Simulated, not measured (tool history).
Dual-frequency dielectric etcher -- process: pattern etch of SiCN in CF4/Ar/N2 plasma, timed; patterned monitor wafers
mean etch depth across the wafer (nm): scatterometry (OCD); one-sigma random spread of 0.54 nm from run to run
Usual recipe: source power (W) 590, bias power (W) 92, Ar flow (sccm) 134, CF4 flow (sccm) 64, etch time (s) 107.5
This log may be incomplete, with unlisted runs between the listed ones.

run	hour	source power (W)	bias power (W)	Ar flow (sccm)	CF4 flow (sccm)	etch time (s)	read-back reference wafer on the same gauge, depth_nm	mean etch depth across the wafer (nm)
1	0.0	590	105	134	53	107.5	124.9	117.2
2	14.7	590	92	134	64	107.5	125.2	114.4
3	29.2	590	92	134	64	107.5	124.9	113.9
# hour 36.1: source power generator calibrated
4	46.9	590	92	134	64	107.5	125.1	113.2
5	58.6	590	92	134	64	107.5	124.9	114.8
6	71.3	540	92	134	55	107.5	124.8	106.8
# hour 75.8: bias power generator calibrated
# hour 105.6: wet clean of the chamber
# hour 110.2: upper electrode replaced
# hour 116.4: CF4 flow controller replaced
7	116.9	590	92	134	64	107.5	125.1	114.1
8	117.3	650	92	112	64	107.5	124.9	122.8
9	117.6	490	92	134	64	107.5	125.1	104.9
10	118.0	590	92	134	64	107.5	125.0	114.1
11	122.6	590	105	134	53	107.5	125.3	117.4
12	137.1	590	92	111	64	86.5	125.2	93.6
13	145.0	640	92	121	64	107.5	124.8	120.7
14	158.4	590	103	134	64	107.5	125.2	119.7
# hour 177.7: Ar flow controller replaced
15	190.5	590	104	104	60	117.0	125.0	132.4
16	204.0	630	92	134	64	107.5	124.9	118.7
17	219.8	690	92	134	64	132.5	124.9	153.3
# hour 222.3: gauge calibrated
18	230.3	590	80	134	64	78.5	125.1	79.9
19	244.6	550	92	134	64	117.0	125.1	119.3
20	297.6	590	92	134	64	107.5	125.0	113.8
21	305.3	590	104	104	60	117.0	125.0	133.2

Below are 4 alternative next runs, each starting from the tool's condition after run 21. Predict each:
A	305.7	590	111	134	64	107.5	?	?
B	305.7	640	92	134	64	94.0	?	?
C	305.7	590	114	106	64	107.5	?	?
D	305.7	590	92	134	58	107.5	?	?

run	read-back reference wafer on the same gauge, depth_nm	mean etch depth across the wafer (nm)
A	125.0	123.9
B	125.0	104.8
C	125.0	128.8
D	125.0	113.2
Stripped of hidden state, with their random variation kept, the same runs would have yielded:
run	mean etch depth across the wafer (nm)
A	123.9
B	104.8
C	128.8
D	113.2

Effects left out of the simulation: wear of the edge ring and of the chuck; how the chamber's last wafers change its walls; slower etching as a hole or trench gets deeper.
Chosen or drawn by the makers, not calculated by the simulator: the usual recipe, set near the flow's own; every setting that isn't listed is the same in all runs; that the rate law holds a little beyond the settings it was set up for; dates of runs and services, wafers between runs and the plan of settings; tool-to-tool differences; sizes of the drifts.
